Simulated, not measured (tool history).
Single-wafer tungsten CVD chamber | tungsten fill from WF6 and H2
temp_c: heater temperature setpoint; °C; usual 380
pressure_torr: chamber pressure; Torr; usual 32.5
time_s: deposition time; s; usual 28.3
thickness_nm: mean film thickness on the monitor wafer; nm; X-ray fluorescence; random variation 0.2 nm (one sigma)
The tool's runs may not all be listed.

run     day  temp_c  pressure_torr  time_s  read-back reference wafer on the same gauge, thickness_nm  thickness_nm
  1       0     380           32.5    28.3                                                     55.462        59.011
  2   2.358     380           32.5    28.3                                                     55.484        58.763
  3   3.988     380           32.5    28.3                                                     55.536        58.783
  4   6.592     380           32.5    28.3                                                     55.501        58.564
  5   8.175     380           32.5    28.3                                                     55.565        58.656
  6   9.333     380           32.5    28.3                                                     55.523        58.503
  7   11.55     380           32.5    28.3                                                     55.539        58.026
  8   14.35     380           32.5    28.3                                                     55.525        58.128
  9  16.683     380           32.5    28.3                                                     55.523        57.942
 10  19.521     380           32.5    30.9                                                     55.508        63.256
 11  21.129     380           32.5    30.9                                                     55.471        63.253
      22.35  -- gauge calibrated
 12  22.521     380           32.5    28.3                                                     55.479        57.718
 13   25.15     380           32.5    23.8                                                     55.557        48.622
     26.408  -- thermocouple changed; heater temperature recalibrated
     27.992  -- capacitance manometer re-zeroed and calibrated
 14  28.012     380             25    28.3                                                     55.482        54.444
     29.229  -- showerhead replaced
 15  30.575     374           32.5      31                                                     55.528        59.472
 16  31.817     370           25.4    28.3                                                     55.494        45.606
 17  33.462     380           32.5    28.3                                                     55.491        60.055
 18  34.808     374           27.6    29.9                                                     55.392        53.869
 19  36.692     393           27.5      24                                                     55.583        59.988
 20  38.142     392           32.5    32.6                                                     55.511          85.7
 21  39.633     380           32.5    28.3                                                     55.437        60.149
 22  41.525     380           39.5    28.3                                                     55.499        64.979
 23    42.6     380           32.5    28.3                                                     55.523        60.142

Forecast each of these 4 alternatives for the next run:
  A  42.617     380           32.5    28.3                                                          ?             ?
  B  42.617     391           25.2    33.1                                                          ?             ?
  C  42.617     380           40.3    28.3                                                          ?             ?
  D  42.617     384           26.7    32.9                                                          ?             ?

run  read-back reference wafer on the same gauge, thickness_nm  thickness_nm
  A                                                     55.447        60.398
  B                                                     55.447          77.8
  C                                                     55.447        65.697
  D                                                     55.447        69.961
Without the tool's hidden state the same runs would have given:
run  thickness_nm
  A        60.641
  B          78.1
  C        65.961
  D        70.236
